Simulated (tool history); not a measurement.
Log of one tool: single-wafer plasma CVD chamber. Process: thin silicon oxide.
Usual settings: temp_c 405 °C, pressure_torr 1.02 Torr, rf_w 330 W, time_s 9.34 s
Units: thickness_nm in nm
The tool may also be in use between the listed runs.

run,day,temp_c,pressure_torr,rf_w,time_s,wafers since the last listed run,hours since the last thermocouple change,hours since the last RF generator calibration,hours since the last manometer calibration,hours since the showerhead was replaced,hours since the gauge calibration,"read-back reference wafer on the same gauge, thickness_nm",thickness_nm
1,0,405,1.02,330,9.34,0,650.1,1452.7,1307.5,2955.3,2308,21.262,20.795
2,2.517,405,1.02,330,9.34,1738,710.5,1513.1,1367.9,3015.7,2368.4,21.331,20.86
3,4.304,405,1.02,375,9.34,1234,753.4,1556,1410.8,3058.6,2411.3,21.343,22.075
# day 7.425: gauge calibrated
4,8.221,405,1.02,375,9.34,2705,847.4,1650,1504.8,3152.6,19.1,21.295,22.093
5,11.304,405,1.02,330,9.34,2130,921.4,1724,1578.8,3226.6,93.1,21.341,20.582
# day 12.846: thermocouple changed; heater temperature recalibrated
6,14.05,410,1.02,330,9.34,1666,28.9,1789.9,1644.7,3292.5,159,21.29,20.816
7,15.992,405,1.02,330,9.34,1341,75.5,1836.5,1691.3,3339.1,205.6,21.32,20.92
8,19.921,419,1.02,330,9.34,2714,169.8,1930.8,1785.6,3433.4,299.9,21.275,20.647
9,24.138,410,1.02,385,10.9,2913,271,2032,1886.8,3534.6,401.1,21.292,25.96
10,26.967,394,1.02,380,7.67,1954,338.9,2099.9,1954.7,3602.5,469,21.306,18.437
# day 28.296: RF generator calibrated
# day 30.012: capacitance manometer re-zeroed and calibrated
# day 37.138: showerhead replaced
11,37.429,417,0.84,365,9.34,6537,590,219.2,178,7,720.1,21.288,18.52
12,41.154,405,1.02,330,9.34,2573,679.4,308.6,267.4,96.4,809.5,21.274,20.836
13,44.696,405,0.94,330,9.34,2446,764.4,393.6,352.4,181.4,894.5,21.255,19.549
# day 47.717: thermocouple changed; heater temperature recalibrated
14,47.738,405,1.02,330,10.13,1871,0.5,466.6,425.4,254.4,967.5,21.273,22.589
15,49.538,395,1.02,330,9.34,1243,43.7,509.8,468.6,297.6,1010.7,21.3,20.945
16,52.717,405,0.88,330,7.65,2196,120,586.1,544.9,373.9,1087,21.294,15.105
17,54.696,415,0.9,375,9.34,1367,167.5,633.6,592.4,421.4,1134.5,21.277,19.909
18,58.658,414,1.17,385,10.22,2737,262.6,728.7,687.5,516.5,1229.6,21.299,26.965
19,60.45,405,1.02,330,9.34,1237,305.6,771.7,730.5,559.5,1272.6,21.295,20.744
20,63.712,405,1.02,330,9.34,2254,383.9,850,808.8,637.8,1350.9,21.312,20.763
21,66.642,405,1.27,305,9.34,2023,454.2,920.3,879.1,708.1,1421.2,21.308,22.866
22,68.262,419,1.17,270,8.22,1119,493.1,959.2,918,747,1460.1,21.354,17.685

Forecast run 23:
23,70.204,405,1.02,330,9.34,1341,539.7,1005.8,964.6,793.6,1506.7,?,?

{"run 23": {"read-back reference wafer on the same gauge, thickness_nm": 21.32, "thickness_nm": 20.65}}
Without the tool's hidden state the same run would have given thickness_nm 20.65 nm.
